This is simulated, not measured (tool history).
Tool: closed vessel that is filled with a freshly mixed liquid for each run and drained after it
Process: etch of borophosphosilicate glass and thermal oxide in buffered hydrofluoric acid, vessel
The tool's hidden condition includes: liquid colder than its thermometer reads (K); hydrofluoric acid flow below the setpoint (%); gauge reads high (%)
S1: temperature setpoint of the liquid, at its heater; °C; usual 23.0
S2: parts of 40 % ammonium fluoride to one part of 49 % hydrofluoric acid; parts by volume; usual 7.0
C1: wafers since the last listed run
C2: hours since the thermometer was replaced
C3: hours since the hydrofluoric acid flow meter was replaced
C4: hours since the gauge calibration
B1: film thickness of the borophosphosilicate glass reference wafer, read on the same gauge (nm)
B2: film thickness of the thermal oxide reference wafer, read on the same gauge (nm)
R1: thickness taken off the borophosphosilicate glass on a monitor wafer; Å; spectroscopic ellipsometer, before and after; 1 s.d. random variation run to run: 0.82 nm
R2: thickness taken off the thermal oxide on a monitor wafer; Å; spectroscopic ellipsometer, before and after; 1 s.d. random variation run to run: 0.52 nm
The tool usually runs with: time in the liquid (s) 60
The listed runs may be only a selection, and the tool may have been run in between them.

run 1 day=0.000 | S1=23.0 S2=7.0 time_in_the_liquid_(s)=60 | C1=0 C2=195.9 C3=1243.4 C4=446.7 | B1=89.98 B2=110.04 | R1=1139.5 R2=823.3
run 2 day=2.692 | S1=23.0 S2=7.0 time_in_the_liquid_(s)=60 | C1=7227 C2=260.5 C3=1308.0 C4=511.3 | B1=90.02 B2=109.94 | R1=1125.4 R2=822.6
run 3 day=5.608 | S1=23.0 S2=7.0 time_in_the_liquid_(s)=60 | C1=7831 C2=330.5 C3=1378.0 C4=581.3 | B1=89.97 B2=109.97 | R1=1119.6 R2=819.4
run 4 day=8.917 | S1=19.5 S2=7.0 time_in_the_liquid_(s)=60 | C1=8883 C2=409.9 C3=1457.4 C4=660.7 | B1=90.05 B2=110.03 | R1=926.9 R2=656.1
run 5 day=12.358 | S1=19.5 S2=7.0 time_in_the_liquid_(s)=60 | C1=9241 C2=492.5 C3=1540.0 C4=743.3 | B1=90.01 B2=110.01 | R1=927.9 R2=655.5
run 6 day=24.333 | S1=19.5 S2=7.0 time_in_the_liquid_(s)=60 | C1=32153 C2=779.9 C3=1827.4 C4=1030.7 | B1=89.99 B2=110.00 | R1=884.8 R2=631.3
run 7 day=27.175 | S1=23.0 S2=7.0 time_in_the_liquid_(s)=45 | C1=7630 C2=848.1 C3=1895.6 C4=1098.9 | B1=90.03 B2=110.02 | R1=802.8 R2=577.1
-- day=29.150 thermometer replaced
run 8 day=30.854 | S1=23.0 S2=5.0 time_in_the_liquid_(s)=60 | C1=9766 C2=40.9 C3=1983.9 C4=1187.2 | B1=89.99 B2=110.00 | R1=1571.9 R2=1130.5
-- day=33.275 hydrofluoric acid flow meter replaced
run 9 day=33.396 | S1=23.0 S2=5.0 time_in_the_liquid_(s)=60 | C1=6712 C2=101.9 C3=2.9 C4=1248.2 | B1=89.99 B2=109.98 | R1=1554.8 R2=1113.7
run 10 day=35.850 | S1=23.0 S2=7.0 time_in_the_liquid_(s)=60 | C1=6589 C2=160.8 C3=61.8 C4=1307.1 | B1=90.04 B2=109.99 | R1=1156.8 R2=833.0
run 11 day=38.821 | S1=23.0 S2=7.0 time_in_the_liquid_(s)=60 | C1=7976 C2=232.1 C3=133.1 C4=1378.4 | B1=89.99 B2=110.02 | R1=1132.6 R2=831.2
run 12 day=42.204 | S1=23.0 S2=7.0 time_in_the_liquid_(s)=60 | C1=9084 C2=313.3 C3=214.3 C4=1459.6 | B1=90.02 B2=110.02 | R1=1131.0 R2=827.1
run 13 day=46.254 | S1=23.0 S2=7.0 time_in_the_liquid_(s)=35 | C1=10874 C2=410.5 C3=311.5 C4=1556.8 | B1=89.97 B2=110.02 | R1=648.6 R2=467.7
run 14 day=48.433 | S1=23.0 S2=7.0 time_in_the_liquid_(s)=60 | C1=5851 C2=462.8 C3=363.8 C4=1609.1 | B1=90.00 B2=109.99 | R1=1095.5 R2=810.5
run 15 day=52.462 | S1=23.0 S2=7.0 time_in_the_liquid_(s)=85 | C1=10818 C2=559.5 C3=460.5 C4=1705.8 | B1=90.04 B2=110.00 | R1=1564.1 R2=1123.1
run 16 day=56.812 | S1=23.0 S2=7.0 time_in_the_liquid_(s)=60 | C1=11680 C2=663.9 C3=564.9 C4=1810.2 | B1=90.03 B2=109.98 | R1=1068.1 R2=786.7
-- day=57.350 gauge calibrated
run 17 day=59.517 | S1=23.0 S2=9.0 time_in_the_liquid_(s)=70 | C1=7260 C2=728.8 C3=629.8 C4=52.0 | B1=90.01 B2=110.03 | R1=972.4 R2=688.3
-- day=60.217 thermometer replaced
run 18 day=63.554 | S1=26.5 S2=7.0 time_in_the_liquid_(s)=40 | C1=10729 C2=80.1 C3=726.7 C4=148.9 | B1=89.99 B2=110.00 | R1=933.5 R2=674.2
run 19 day=66.938 | S1=26.0 S2=7.0 time_in_the_liquid_(s)=30 | C1=9084 C2=161.3 C3=807.9 C4=230.1 | B1=89.98 B2=109.95 | R1=670.2 R2=488.6
run 20 day=69.733 | S1=23.0 S2=7.0 time_in_the_liquid_(s)=60 | C1=7507 C2=228.4 C3=875.0 C4=297.2 | B1=90.01 B2=110.02 | R1=1127.7 R2=827.1
run 21 day=73.883 | S1=28.0 S2=9.0 time_in_the_liquid_(s)=50 | C1=11143 C2=328.0 C3=974.6 C4=396.8 | B1=90.00 B2=110.01 | R1=932.0 R2=688.6
run 22 day=78.017 | S1=20.0 S2=7.0 time_in_the_liquid_(s)=60 | C1=11098 C2=427.2 C3=1073.8 C4=496.0 | B1=89.99 B2=110.01 | R1=945.0 R2=686.6

4 ways to go on from here, each from the tool as it stands after run 22. What would each give?
run A day=78.046 | S1=23.0 S2=8.5 time_in_the_liquid_(s)=60 | C1=78 C2=427.9 C3=1074.5 C4=496.7 | B1=? B2=? | R1=? R2=?
run B day=78.046 | S1=19.0 S2=5.0 time_in_the_liquid_(s)=45 | C1=78 C2=427.9 C3=1074.5 C4=496.7 | B1=? B2=? | R1=? R2=?
run C day=78.046 | S1=21.5 S2=5.0 time_in_the_liquid_(s)=60 | C1=78 C2=427.9 C3=1074.5 C4=496.7 | B1=? B2=? | R1=? R2=?
run D day=78.046 | S1=27.0 S2=6.0 time_in_the_liquid_(s)=85 | C1=78 C2=427.9 C3=1074.5 C4=496.7 | B1=? B2=? | R1=? R2=?

run=A B1=90.01 B2=109.95 R1=886.1 R2=649.3
run=B B1=90.01 B2=109.95 R1=887.9 R2=640.9
run=C B1=90.01 B2=109.95 R1=1358.4 R2=983.3
run=D B1=90.01 B2=109.95 R1=2205.8 R2=1612.6
The same runs, with their run-to-run variation unchanged, on a tool lacking any hidden condition would have given:
run=A R1=936.6 R2=686.8
run=B R1=939.4 R2=678.9
run=C R1=1435.9 R2=1040.5
run=D R1=2327.9 R2=1703.1
